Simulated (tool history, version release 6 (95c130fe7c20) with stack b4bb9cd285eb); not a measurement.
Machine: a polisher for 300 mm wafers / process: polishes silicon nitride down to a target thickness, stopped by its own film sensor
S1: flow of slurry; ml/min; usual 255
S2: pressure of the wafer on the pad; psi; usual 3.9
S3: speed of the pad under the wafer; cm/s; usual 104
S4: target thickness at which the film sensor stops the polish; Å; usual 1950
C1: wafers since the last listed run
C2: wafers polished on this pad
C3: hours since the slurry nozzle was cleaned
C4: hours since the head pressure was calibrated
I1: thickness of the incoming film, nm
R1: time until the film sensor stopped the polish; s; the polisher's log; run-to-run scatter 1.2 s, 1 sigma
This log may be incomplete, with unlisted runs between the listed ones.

run 1 day=0.000 | S1=320 S2=3.9 S3=104 S4=1950 | C1=0 C2=1044 C3=771.6 C4=407.1 | I1=349.8 | R1=77.5
run 2 day=2.979 | S1=320 S2=3.9 S3=104 S4=1950 | C1=827 C2=1872 C3=843.1 C4=478.6 | I1=356.6 | R1=86.9
-- day=3.375 slurry nozzle cleaned
run 3 day=5.033 | S1=320 S2=3.9 S3=104 S4=1950 | C1=559 C2=2431 C3=39.8 C4=527.9 | I1=351.4 | R1=86.6
-- day=6.246 worn pad replaced by a new one
run 4 day=7.283 | S1=255 S2=3.9 S3=104 S4=1950 | C1=578 C2=288 C3=93.8 C4=581.9 | I1=347.3 | R1=79.6
run 5 day=14.292 | S1=255 S2=3.9 S3=104 S4=1950 | C1=1947 C2=2236 C3=262.0 C4=750.1 | I1=352.5 | R1=86.8
run 6 day=16.788 | S1=255 S2=4.4 S3=104 S4=1950 | C1=693 C2=2929 C3=321.9 C4=810.0 | I1=350.9 | R1=80.3
-- day=17.408 worn pad replaced by a new one, of another model than before
run 7 day=17.833 | S1=255 S2=3.9 S3=104 S4=1950 | C1=244 C2=118 C3=347.0 C4=835.1 | I1=349.2 | R1=81.5
-- day=18.733 head pressure recalibrated
run 8 day=19.883 | S1=255 S2=3.9 S3=104 S4=1950 | C1=546 C2=664 C3=396.2 C4=27.6 | I1=356.6 | R1=84.6
run 9 day=21.008 | S1=255 S2=3.9 S3=104 S4=1950 | C1=312 C2=977 C3=423.2 C4=54.6 | I1=350.5 | R1=82.1
run 10 day=22.825 | S1=255 S2=3.9 S3=104 S4=1950 | C1=504 C2=1481 C3=466.8 C4=98.2 | I1=352.7 | R1=85.9
run 11 day=23.967 | S1=305 S2=3.9 S3=104 S4=1950 | C1=317 C2=1799 C3=494.2 C4=125.6 | I1=356.5 | R1=84.0
run 12 day=26.800 | S1=255 S2=4.7 S3=104 S4=1540 | C1=787 C2=2586 C3=562.2 C4=193.6 | I1=355.2 | R1=103.8
-- day=27.242 worn pad replaced by a new one
run 13 day=29.742 | S1=255 S2=3.9 S3=122 S4=1510 | C1=771 C2=695 C3=632.8 C4=264.2 | I1=356.8 | R1=93.7
run 14 day=32.471 | S1=255 S2=5.2 S3=128 S4=1950 | C1=758 C2=1453 C3=698.3 C4=329.7 | I1=351.4 | R1=59.7
run 15 day=34.138 | S1=255 S2=3.9 S3=122 S4=1950 | C1=463 C2=1916 C3=738.3 C4=369.7 | I1=354.1 | R1=75.8
-- day=34.908 slurry nozzle cleaned
-- day=38.608 worn pad replaced by a new one
run 16 day=38.750 | S1=255 S2=3.9 S3=134 S4=2320 | C1=1223 C2=39 C3=92.2 C4=480.4 | I1=357.6 | R1=50.9
run 17 day=41.175 | S1=255 S2=3.3 S3=104 S4=1950 | C1=673 C2=713 C3=150.4 C4=538.6 | I1=348.6 | R1=86.4
run 18 day=43.296 | S1=255 S2=3.9 S3=76 S4=1950 | C1=589 C2=1303 C3=201.3 C4=589.5 | I1=349.8 | R1=109.7
run 19 day=44.517 | S1=255 S2=4.3 S3=104 S4=1950 | C1=339 C2=1642 C3=230.6 C4=618.8 | I1=347.0 | R1=76.9
run 20 day=46.854 | S1=320 S2=3.9 S3=84 S4=1950 | C1=649 C2=2291 C3=286.7 C4=674.9 | I1=351.5 | R1=100.1
run 21 day=48.912 | S1=340 S2=5.2 S3=84 S4=1500 | C1=571 C2=2863 C3=336.1 C4=724.3 | I1=351.1 | R1=118.5
-- day=50.542 worn pad replaced by a new one
run 22 day=51.438 | S1=320 S2=3.9 S3=84 S4=1950 | C1=655 C2=249 C3=396.7 C4=784.9 | I1=353.1 | R1=99.1
-- day=51.829 head pressure recalibrated
run 23 day=53.083 | S1=255 S2=3.9 S3=104 S4=1950 | C1=434 C2=683 C3=436.2 C4=30.1 | I1=357.6 | R1=85.6

4 options for the next run, each taken on its own from the tool as it stands now. Forecast them:
run A day=53.100 | S1=255 S2=3.9 S3=104 S4=1950 | C1=4 C2=688 C3=436.6 C4=30.5 | I1=346.8 | R1=?
run B day=53.100 | S1=185 S2=4.5 S3=82 S4=2400 | C1=4 C2=688 C3=436.6 C4=30.5 | I1=346.8 | R1=?
run C day=53.100 | S1=255 S2=5.2 S3=104 S4=2100 | C1=4 C2=688 C3=436.6 C4=30.5 | I1=346.8 | R1=?
run D day=53.100 | S1=255 S2=3.9 S3=82 S4=1950 | C1=4 C2=688 C3=436.6 C4=30.5 | I1=346.8 | R1=?

run=A R1=80.5
run=B R1=72.9
run=C R1=61.9
run=D R1=101.5
With no hidden state in the tool, these same runs would have given:
run=A R1=78.6
run=B R1=71.2
run=C R1=60.5
run=D R1=99.2

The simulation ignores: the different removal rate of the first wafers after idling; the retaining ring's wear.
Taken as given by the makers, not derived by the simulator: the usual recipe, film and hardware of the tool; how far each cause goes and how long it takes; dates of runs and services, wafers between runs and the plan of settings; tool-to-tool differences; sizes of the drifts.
